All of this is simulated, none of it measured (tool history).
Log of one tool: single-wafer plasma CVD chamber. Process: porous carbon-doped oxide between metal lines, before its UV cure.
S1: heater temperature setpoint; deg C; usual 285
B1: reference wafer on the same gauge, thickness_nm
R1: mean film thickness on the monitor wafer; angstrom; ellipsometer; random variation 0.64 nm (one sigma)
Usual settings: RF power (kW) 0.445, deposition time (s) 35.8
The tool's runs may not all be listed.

run 1 hour=0 | S1=282 RF_power_(kW)=0.395 deposition_time_(s)=35.8 | B1=171.995 | R1=1906.2
run 2 hour=28.9 | S1=282 RF_power_(kW)=0.395 deposition_time_(s)=35.8 | B1=172.16 | R1=1904.56
run 3 hour=64.5 | S1=282 RF_power_(kW)=0.395 deposition_time_(s)=35.8 | B1=172.045 | R1=1911.12
run 4 hour=82.7 | S1=280 RF_power_(kW)=0.495 deposition_time_(s)=35.8 | B1=171.915 | R1=2202.59
run 5 hour=96.3 | S1=285 RF_power_(kW)=0.425 deposition_time_(s)=32.7 | B1=172.044 | R1=1782.68
run 6 hour=115.6 | S1=285 RF_power_(kW)=0.425 deposition_time_(s)=32.7 | B1=171.8 | R1=1784.66
run 7 hour=141.6 | S1=285 RF_power_(kW)=0.425 deposition_time_(s)=32.7 | B1=172.153 | R1=1794.61
run 8 hour=159.7 | S1=285 RF_power_(kW)=0.445 deposition_time_(s)=35.8 | B1=171.901 | R1=2011.65
run 9 hour=178 | S1=285 RF_power_(kW)=0.445 deposition_time_(s)=35.8 | B1=172.017 | R1=2009.84
run 10 hour=213.5 | S1=285 RF_power_(kW)=0.445 deposition_time_(s)=35.8 | B1=171.902 | R1=2009.51
run 11 hour=314.6 | S1=285 RF_power_(kW)=0.445 deposition_time_(s)=35.8 | B1=172.04 | R1=2005.54
run 12 hour=329.6 | S1=285 RF_power_(kW)=0.445 deposition_time_(s)=35.8 | B1=172.029 | R1=1999.09
run 13 hour=343.1 | S1=285 RF_power_(kW)=0.425 deposition_time_(s)=30.9 | B1=172.108 | R1=1694.94
run 14 hour=369 | S1=285 RF_power_(kW)=0.445 deposition_time_(s)=35.8 | B1=172.025 | R1=2032.34
run 15 hour=399.8 | S1=285 RF_power_(kW)=0.445 deposition_time_(s)=39.8 | B1=171.839 | R1=2235.55
run 16 hour=432 | S1=285 RF_power_(kW)=0.445 deposition_time_(s)=39.8 | B1=171.868 | R1=2247.04
run 17 hour=466.5 | S1=285 RF_power_(kW)=0.42 deposition_time_(s)=35.8 | B1=172.024 | R1=1941.47
run 18 hour=483.2 | S1=285 RF_power_(kW)=0.445 deposition_time_(s)=35.8 | B1=172.157 | R1=2016.73
run 19 hour=512.5 | S1=297 RF_power_(kW)=0.445 deposition_time_(s)=32.6 | B1=171.765 | R1=1697.3
run 20 hour=539.2 | S1=277 RF_power_(kW)=0.51 deposition_time_(s)=29.8 | B1=172.066 | R1=1880.78
run 21 hour=559.2 | S1=296 RF_power_(kW)=0.445 deposition_time_(s)=39.1 | B1=172.083 | R1=1984.15
run 22 hour=571.3 | S1=274 RF_power_(kW)=0.41 deposition_time_(s)=35.8 | B1=171.986 | R1=2033.08
run 23 hour=625.4 | S1=285 RF_power_(kW)=0.445 deposition_time_(s)=33.5 | B1=171.949 | R1=1856.18
run 24 hour=651.4 | S1=293 RF_power_(kW)=0.475 deposition_time_(s)=33.1 | B1=171.922 | R1=1803.17
run 25 hour=678.5 | S1=285 RF_power_(kW)=0.445 deposition_time_(s)=39.1 | B1=171.88 | R1=2157.17
run 26 hour=710.6 | S1=297 RF_power_(kW)=0.445 deposition_time_(s)=32.6 | B1=171.986 | R1=1661.67
run 27 hour=746.5 | S1=285 RF_power_(kW)=0.425 deposition_time_(s)=30.9 | B1=171.977 | R1=1639.97
run 28 hour=782.5 | S1=278 RF_power_(kW)=0.445 deposition_time_(s)=35.8 | B1=172.133 | R1=2092.67
run 29 hour=807.2 | S1=285 RF_power_(kW)=0.405 deposition_time_(s)=35.8 | B1=171.964 | R1=1807.67
run 30 hour=825.8 | S1=271 RF_power_(kW)=0.445 deposition_time_(s)=35.8 | B1=172.023 | R1=2210.3
run 31 hour=857.6 | S1=292 RF_power_(kW)=0.445 deposition_time_(s)=41 | B1=171.937 | R1=2169.72
run 32 hour=882.2 | S1=285 RF_power_(kW)=0.445 deposition_time_(s)=35.8 | B1=171.966 | R1=1997.84
run 33 hour=910.3 | S1=285 RF_power_(kW)=0.445 deposition_time_(s)=35.8 | B1=172.005 | R1=1995.97
run 34 hour=922.3 | S1=289 RF_power_(kW)=0.445 deposition_time_(s)=30.9 | B1=172.029 | R1=1682.74
run 35 hour=946.3 | S1=276 RF_power_(kW)=0.445 deposition_time_(s)=35.8 | B1=172 | R1=2126.13

Taken out of this log: 5 entries between the listed runs. Where each belongs, and how the hidden state differs across it:
Between runs 11 and 12: gauge calibrated (hour 322)
  wafer temperature above the value expected at the setpoint (K): -3.76 -> -3.79
  measured less the result without the state, R1: +53.13 -> +53.28 angstrom
Between runs 19 and 20: thermocouple changed; heater temperature recalibrated (hour 521.3)
  wafer temperature above the value expected at the setpoint (K): -3.99 -> 0.167
  measured less the result without the state, R1: +44.4 -> -2.31 angstrom
Between runs 24 and 25: showerhead replaced, of another model than before (hour 677.9)
  wafer temperature above the value expected at the setpoint (K): -0.965 -> -1.18
  measured less the result without the state, R1: +11.64 -> +18.04 angstrom
Between runs 25 and 26: RF generator calibrated (hour 694.3)
  wafer temperature above the value expected at the setpoint (K): -1.18 -> -1.42
  measured less the result without the state, R1: +18.04 -> +15.51 angstrom
Between runs 30 and 31: gauge calibrated (hour 839.3)
  wafer temperature above the value expected at the setpoint (K): -2.09 -> -2.24
  measured less the result without the state, R1: +34.86 -> +32.53 angstrom
